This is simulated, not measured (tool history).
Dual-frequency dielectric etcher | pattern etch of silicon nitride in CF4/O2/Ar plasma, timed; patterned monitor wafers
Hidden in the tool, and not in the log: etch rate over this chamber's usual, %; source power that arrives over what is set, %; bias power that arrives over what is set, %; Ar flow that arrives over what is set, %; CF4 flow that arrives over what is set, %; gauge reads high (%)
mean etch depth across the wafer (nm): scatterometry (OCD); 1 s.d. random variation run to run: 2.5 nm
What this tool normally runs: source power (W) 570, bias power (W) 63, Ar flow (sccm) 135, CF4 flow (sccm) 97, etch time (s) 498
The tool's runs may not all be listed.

run,hour,source power (W),bias power (W),Ar flow (sccm),CF4 flow (sccm),etch time (s),wafers since the last listed run,hours since the last wet clean,hours since the last source power generator calibration,hours since the last bias power generator calibration,hours since the last Ar flow controller change,hours since the last CF4 flow controller change,hours since the last upper electrode change,hours since the gauge calibration,"read-back reference wafer on the same gauge, depth_nm",mean etch depth across the wafer (nm)
1,0,570,63,157,97,498,0,324.7,4018.8,3039.4,4537,6074.5,5786.8,95.2,939.2,1019.1
2,13.7,570,63,135,97,498,66,338.4,4032.5,3053.1,4550.7,6088.2,5800.5,108.9,939.5,1033.9
3,30.2,570,63,135,97,498,80,354.9,4049,3069.6,4567.2,6104.7,5817,125.4,939.8,1027.5
4,42.8,570,63,135,97,498,61,367.5,4061.6,3082.2,4579.8,6117.3,5829.6,138,939.8,1029.7
5,60.7,570,63,135,97,498,86,385.4,4079.5,3100.1,4597.7,6135.2,5847.5,155.9,940,1028.6
6,70.7,530,63,135,97,498,48,395.4,4089.5,3110.1,4607.7,6145.2,5857.5,165.9,939.4,974.9
7,79.5,530,63,135,97,498,42,404.2,4098.3,3118.9,4616.5,6154,5866.3,174.7,940.2,973
# hour 92.3: gauge calibrated
# hour 105.3: upper electrode replaced
8,105.8,530,63,135,97,498,11,430.5,4124.6,3145.2,4642.8,6180.3,0.5,13.5,939.7,972.4
9,106.3,570,63,142,97,498,2,431,4125.1,3145.7,4643.3,6180.8,1,14,939.5,1020.7
# hour 110.3: source power generator calibrated
10,113.5,570,72,135,119,498,15,438.2,3.2,3152.9,4650.5,6188,8.2,21.2,940.4,1093.3
# hour 120.4: Ar flow controller replaced
# hour 130.9: bias power generator calibrated
11,131.4,570,63,135,97,498,38,456.1,21.1,0.5,11,6205.9,26.1,39.1,940,1027.3
12,143.1,640,63,135,112,498,56,467.8,32.8,12.2,22.7,6217.6,37.8,50.8,940.1,1124.2
13,160.1,570,63,135,97,498,82,484.8,49.8,29.2,39.7,6234.6,54.8,67.8,940,1019
# hour 180.7: CF4 flow controller replaced
# hour 187.3: wet clean of the chamber
14,187.8,460,52,152,97,554,73,0.5,77.5,56.9,67.4,7.1,82.5,95.5,940.3,954.1
15,216,570,63,148,97,498,136,28.7,105.7,85.1,95.6,35.3,110.7,123.7,939.4,1052.2
16,226.1,440,59,135,97,546.5,49,38.8,115.8,95.2,105.7,45.4,120.8,133.8,940.4,958.3
17,235.1,530,63,135,97,498,43,47.8,124.8,104.2,114.7,54.4,129.8,142.8,939.8,1010
18,249.4,710,63,169,97,498,69,62.1,139.1,118.5,129,68.7,144.1,157.1,940.2,1221.9

Alternative continuations, all from the tool just after run 18; predict every row:
A,250,570,63,135,97,498,2,62.7,139.7,119.1,129.6,69.3,144.7,157.7,?,?
B,250,670,63,157,97,584.5,2,62.7,139.7,119.1,129.6,69.3,144.7,157.7,?,?
C,250,570,63,135,88,498,2,62.7,139.7,119.1,129.6,69.3,144.7,157.7,?,?
D,250,570,63,135,88,420.5,2,62.7,139.7,119.1,129.6,69.3,144.7,157.7,?,?

run,"read-back reference wafer on the same gauge, depth_nm",mean etch depth across the wafer (nm)
A,939.9,1053.9
B,939.9,1370.2
C,939.9,1044.5
D,939.9,881.9
What these runs would have given with no unlogged condition in the tool:
run,mean etch depth across the wafer (nm)
A,1059.8
B,1377.9
C,1050.3
D,886.9
